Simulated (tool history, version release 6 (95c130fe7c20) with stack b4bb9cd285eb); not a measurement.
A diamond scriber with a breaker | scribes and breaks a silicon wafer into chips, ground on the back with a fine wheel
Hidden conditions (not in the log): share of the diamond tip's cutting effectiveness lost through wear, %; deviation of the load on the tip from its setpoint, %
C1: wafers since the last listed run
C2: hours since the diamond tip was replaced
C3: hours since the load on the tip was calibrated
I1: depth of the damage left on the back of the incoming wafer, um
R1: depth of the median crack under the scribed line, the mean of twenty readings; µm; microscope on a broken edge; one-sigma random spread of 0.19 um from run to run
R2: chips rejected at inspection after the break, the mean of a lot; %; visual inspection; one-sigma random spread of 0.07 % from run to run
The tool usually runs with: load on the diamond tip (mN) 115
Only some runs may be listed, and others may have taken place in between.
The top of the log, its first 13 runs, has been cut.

run 14 hour=192.1 | load_on_the_diamond_tip_(mN)=133 | C1=21 C2=103.9 C3=508.3 | I1=1.56 | R1=12.36 R2=2.01
run 15 hour=203.4 | load_on_the_diamond_tip_(mN)=133 | C1=25 C2=115.2 C3=519.6 | I1=2.85 | R1=12.23 R2=2.9
run 16 hour=216.9 | load_on_the_diamond_tip_(mN)=133 | C1=30 C2=128.7 C3=533.1 | I1=2.17 | R1=12.13 R2=2.68
run 17 hour=230 | load_on_the_diamond_tip_(mN)=115 | C1=29 C2=141.8 C3=546.2 | I1=2.32 | R1=11.16 R2=4.84
run 18 hour=244 | load_on_the_diamond_tip_(mN)=115 | C1=31 C2=155.8 C3=560.2 | I1=2.39 | R1=11.04 R2=5.22
run 19 hour=275 | load_on_the_diamond_tip_(mN)=115 | C1=68 C2=186.8 C3=591.2 | I1=2.31 | R1=10.99 R2=6.22
-- hour=283.1 load on the tip recalibrated
run 20 hour=284.4 | load_on_the_diamond_tip_(mN)=115 | C1=16 C2=196.2 C3=1.3 | I1=1.54 | R1=10.67 R2=5.63
run 21 hour=297.8 | load_on_the_diamond_tip_(mN)=133 | C1=29 C2=209.6 C3=14.7 | I1=1.92 | R1=11.66 R2=3.21
run 22 hour=305.5 | load_on_the_diamond_tip_(mN)=87 | C1=17 C2=217.3 C3=22.4 | I1=2.37 | R1=9.11 R2=16.09
run 23 hour=320.9 | load_on_the_diamond_tip_(mN)=83 | C1=34 C2=232.7 C3=37.8 | I1=1.52 | R1=8.92 R2=16.36
run 24 hour=332.5 | load_on_the_diamond_tip_(mN)=115 | C1=25 C2=244.3 C3=49.4 | I1=2.51 | R1=10.88 R2=6.67
run 25 hour=346.5 | load_on_the_diamond_tip_(mN)=86 | C1=31 C2=258.3 C3=63.4 | I1=2.14 | R1=9.03 R2=16.17
run 26 hour=361.6 | load_on_the_diamond_tip_(mN)=91 | C1=33 C2=273.4 C3=78.5 | I1=1.71 | R1=9.24 R2=13.09
-- hour=366.7 diamond tip replaced by a new one
run 27 hour=371.9 | load_on_the_diamond_tip_(mN)=115 | C1=18 C2=5.2 C3=88.8 | I1=1.87 | R1=12.87 R2=1.88
run 28 hour=381.2 | load_on_the_diamond_tip_(mN)=105 | C1=20 C2=14.5 C3=98.1 | I1=1.69 | R1=11.56 R2=2.74
run 29 hour=397.5 | load_on_the_diamond_tip_(mN)=98 | C1=36 C2=30.8 C3=114.4 | I1=2.12 | R1=10.76 R2=4.87
run 30 hour=404 | load_on_the_diamond_tip_(mN)=136 | C1=14 C2=37.3 C3=120.9 | I1=2.86 | R1=13.3 R2=2.46
run 31 hour=414.3 | load_on_the_diamond_tip_(mN)=96 | C1=22 C2=47.6 C3=131.2 | I1=2.76 | R1=10.8 R2=6.8
run 32 hour=420.7 | load_on_the_diamond_tip_(mN)=134 | C1=14 C2=54 C3=137.6 | I1=2.58 | R1=12.82 R2=2.27
run 33 hour=436.4 | load_on_the_diamond_tip_(mN)=129 | C1=34 C2=69.7 C3=153.3 | I1=2.92 | R1=12.47 R2=2.66
run 34 hour=445.6 | load_on_the_diamond_tip_(mN)=144 | C1=20 C2=78.9 C3=162.5 | I1=2.1 | R1=12.94 R2=2.05
run 35 hour=460.3 | load_on_the_diamond_tip_(mN)=135 | C1=32 C2=93.6 C3=177.2 | I1=1.86 | R1=12.45 R2=2
run 36 hour=474.1 | load_on_the_diamond_tip_(mN)=84 | C1=30 C2=107.4 C3=191 | I1=2.27 | R1=9.54 R2=13.46
run 37 hour=488.1 | load_on_the_diamond_tip_(mN)=142 | C1=31 C2=121.4 C3=205 | I1=1.77 | R1=12.6 R2=1.96
run 38 hour=503.7 | load_on_the_diamond_tip_(mN)=140 | C1=34 C2=137 C3=220.6 | I1=2.87 | R1=12.47 R2=2.69

Each row is a separate what-if for the run after 38, all from the same tool condition, not one after another. Results?
run A hour=504.4 | load_on_the_diamond_tip_(mN)=115 | C1=1 C2=137.7 C3=221.3 | I1=2.17 | R1=? R2=?
run B hour=504.4 | load_on_the_diamond_tip_(mN)=141 | C1=1 C2=137.7 C3=221.3 | I1=2.17 | R1=? R2=?
run C hour=504.4 | load_on_the_diamond_tip_(mN)=85 | C1=1 C2=137.7 C3=221.3 | I1=2.17 | R1=? R2=?
run D hour=504.4 | load_on_the_diamond_tip_(mN)=101 | C1=1 C2=137.7 C3=221.3 | I1=2.17 | R1=? R2=?
run E hour=504.4 | load_on_the_diamond_tip_(mN)=130 | C1=1 C2=137.7 C3=221.3 | I1=2.17 | R1=? R2=?

run=A R1=11.2 R2=4.94
run=B R1=12.62 R2=2.19
run=C R1=9.44 R2=13.78
run=D R1=10.4 R2=8.14
run=E R1=12.03 R2=2.93
Had the tool no hidden state, the same runs would have come out as:
run=A R1=13.14 R2=1.97
run=B R1=14.8 R2=3.4
run=C R1=11.08 R2=5.35
run=D R1=12.2 R2=2.66
run=E R1=14.11 R2=2.45
